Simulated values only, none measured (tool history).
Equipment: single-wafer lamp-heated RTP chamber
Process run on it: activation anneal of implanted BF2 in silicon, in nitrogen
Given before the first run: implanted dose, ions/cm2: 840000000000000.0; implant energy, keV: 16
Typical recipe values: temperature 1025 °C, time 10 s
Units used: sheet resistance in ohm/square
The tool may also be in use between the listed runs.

run    hour  temperature  time  wafers since the last listed run  wafers since the last pyrometer calibration  wafers since the reflector plate was cleaned  hours since the gauge calibration  read-back reference wafer on the same gauge, sheet resistance  sheet resistance
  1       0         1007    10                                 0                                         3166                                          8668                              932.4                                                         185.02            244.75
  2   106.8         1007    10                              2078                                         5245                                         10746                             1039.2                                                         184.75             241.1
      148.7  -- reflector plate cleaned
  3   170.8         1007    10                              1090                                         6335                                           429                             1103.2                                                         184.88            252.83
  4   240.7         1025    13                              1360                                         7695                                          1789                             1173.1                                                         185.54            218.68
  5   332.9         1015    10                              1794                                         9490                                          3584                             1265.3                                                         185.19            235.77
  6   398.7         1015    10                              1280                                        10771                                          4865                             1331.1                                                         184.93            234.43
      418.3  -- pyrometer window cleaned and pyrometer calibrated
  7     444         1025    10                               726                                          501                                          5591                             1376.4                                                         185.05            223.92
  8   549.5         1025    12                              2053                                         2554                                          7644                             1481.9                                                         185.18            214.91
  9   618.3         1025    12                              1339                                         3893                                          8984                             1550.7                                                         184.95            216.92
 10     695         1025    12                              1492                                         5386                                         10476                             1627.4                                                         185.05            212.34
 11   778.5         1025    10                              1625                                         7012                                         12102                             1710.9                                                         185.12            220.55
 12   844.5         1025    10                              1284                                         8296                                         13386                             1776.9                                                         184.66            219.51
      875.4  -- reflector plate cleaned
 13   891.2         1025    10                               753                                         9049                                           307                             1823.6                                                         184.95             228.9
      932.3  -- pyrometer window cleaned and pyrometer calibrated
 14   932.8         1025    10                               654                                            8                                           961                             1865.2                                                         185.18            230.79
 15  1026.6         1043    10                              1825                                         1834                                          2787                               1959                                                         185.25            203.66
 16  1073.9         1043    10                               920                                         2755                                          3708                             2006.3                                                         184.77            202.42
 17  1249.5         1043    10                              3417                                         6173                                          7126                             2181.9                                                          184.6            201.25
 18  1332.1         1025    10                              1607                                         7781                                          8734                             2264.5                                                         185.33            220.19
       1344  -- gauge calibrated
 19  1383.7         1025    10                              1004                                         8785                                          9738                               39.7                                                         184.54            219.48
     1448.5  -- pyrometer window cleaned and pyrometer calibrated
 20  1472.1         1048    10                              1564                                          459                                         11303                              128.1                                                         185.01            197.31
     1484.2  -- reflector plate cleaned
 21    1577         1040    14                              1886                                         2345                                          1805                                233                                                         184.66            201.77
 22  1661.6         1025    10                              1646                                         3992                                          3452                              317.6                                                          184.8            224.26
 23  1724.8         1009    13                              1230                                         5222                                          4682                              380.8                                                         185.22            236.91
 24  1818.2         1025    10                              1817                                         7040                                          6500                              474.2                                                          184.8            223.81
 25  1879.9         1005    10                              1200                                         8241                                          7701                              535.9                                                         185.06            247.61
 26  1966.6         1047     6                              1687                                         9929                                          9389                              622.6                                                          184.8             212.3
 27    2026         1025    14                              1156                                        11085                                         10545                                682                                                         184.66             212.5
     2069.4  -- reflector plate cleaned
       2071  -- pyrometer window cleaned and pyrometer calibrated
 28  2083.3         1042     7                               928                                          238                                           238                              739.3                                                         184.84            217.61
 29  2183.7         1034    13                              1954                                         2192                                          2192                              839.7                                                         185.41            207.52
 30  2290.9         1038     8                              2086                                         4279                                          4279                              946.9                                                         184.88            212.37
 31  2362.4          998    10                              1391                                         5671                                          5671                             1018.4                                                         185.31            256.24
 32  2438.8         1041    13                              1487                                         7158                                          7158                             1094.8                                                         185.03            197.77
 33  2506.3         1050    10                              1313                                         8472                                          8472                             1162.3                                                          184.4            197.64
 34  2604.1         1025    10                              1903                                        10375                                         10375                             1260.1                                                         184.91            218.91
     2635.5  -- pyrometer window cleaned and pyrometer calibrated
 35    2680         1014     6                              1321                                          865                                         11697                               1336                                                         184.99               249
     2758.9  -- reflector plate cleaned
 36  2767.3         1049    12                              1543                                         2409                                           162                             1423.3                                                          185.2            198.05

For each entry between runs, how does the tool's hidden state at the last listed run before it compare with that at the first listed run after it?
Runs 2 to 3: reflector plate cleaned (hour 148.7)
  wafer temperature error from the tarnished reflector plate, K: 8.12 -> 1.29
  measured value less the no-hidden-state value, sheet resistance: -10.87 -> -1.79 ohm/square
Runs 6 to 7: pyrometer window cleaned and pyrometer calibrated (hour 418.3)
  wafer temperature error from the tarnished reflector plate, K: 6.04 -> 6.53
  measured value less the no-hidden-state value, sheet resistance: -7.88 -> -8.28 ohm/square
Runs 12 to 13: reflector plate cleaned (hour 875.4)
  wafer temperature error from the tarnished reflector plate, K: 8.32 -> 0.771
  measured value less the no-hidden-state value, sheet resistance: -10.38 -> -0.99 ohm/square
Runs 13 to 14: pyrometer window cleaned and pyrometer calibrated (hour 932.3)
  wafer temperature error from the tarnished reflector plate, K: 0.771 -> 2.07
  measured value less the no-hidden-state value, sheet resistance: -0.99 -> -2.69 ohm/square
Runs 18 to 19: gauge calibrated (hour 1344)
  wafer temperature error from the tarnished reflector plate, K: 7.33 -> 7.55
  measured value less the no-hidden-state value, sheet resistance: -9.16 -> -9.4 ohm/square
Runs 19 to 20: pyrometer window cleaned and pyrometer calibrated (hour 1448.5)
  wafer temperature error from the tarnished reflector plate, K: 7.55 -> 7.82
  measured value less the no-hidden-state value, sheet resistance: -9.4 -> -6.57 ohm/square
Runs 20 to 21: reflector plate cleaned (hour 1484.2)
  wafer temperature error from the tarnished reflector plate, K: 7.82 -> 2.86
  measured value less the no-hidden-state value, sheet resistance: -6.57 -> -2.75 ohm/square
Runs 27 to 28: reflector plate cleaned (hour 2069.4); pyrometer window cleaned and pyrometer calibrated (hour 2071)
  wafer temperature error from the tarnished reflector plate, K: 7.52 -> 1.98
  measured value less the no-hidden-state value, sheet resistance: -8.61 -> -2.16 ohm/square
Runs 34 to 35: pyrometer window cleaned and pyrometer calibrated (hour 2635.5)
  wafer temperature error from the tarnished reflector plate, K: 8.91 -> 9.12
  measured value less the no-hidden-state value, sheet resistance: -11.09 -> -12.16 ohm/square
Runs 35 to 36: reflector plate cleaned (hour 2758.9)
  wafer temperature error from the tarnished reflector plate, K: 9.12 -> 0.586
  measured value less the no-hidden-state value, sheet resistance: -12.16 -> -0.5 ohm/square
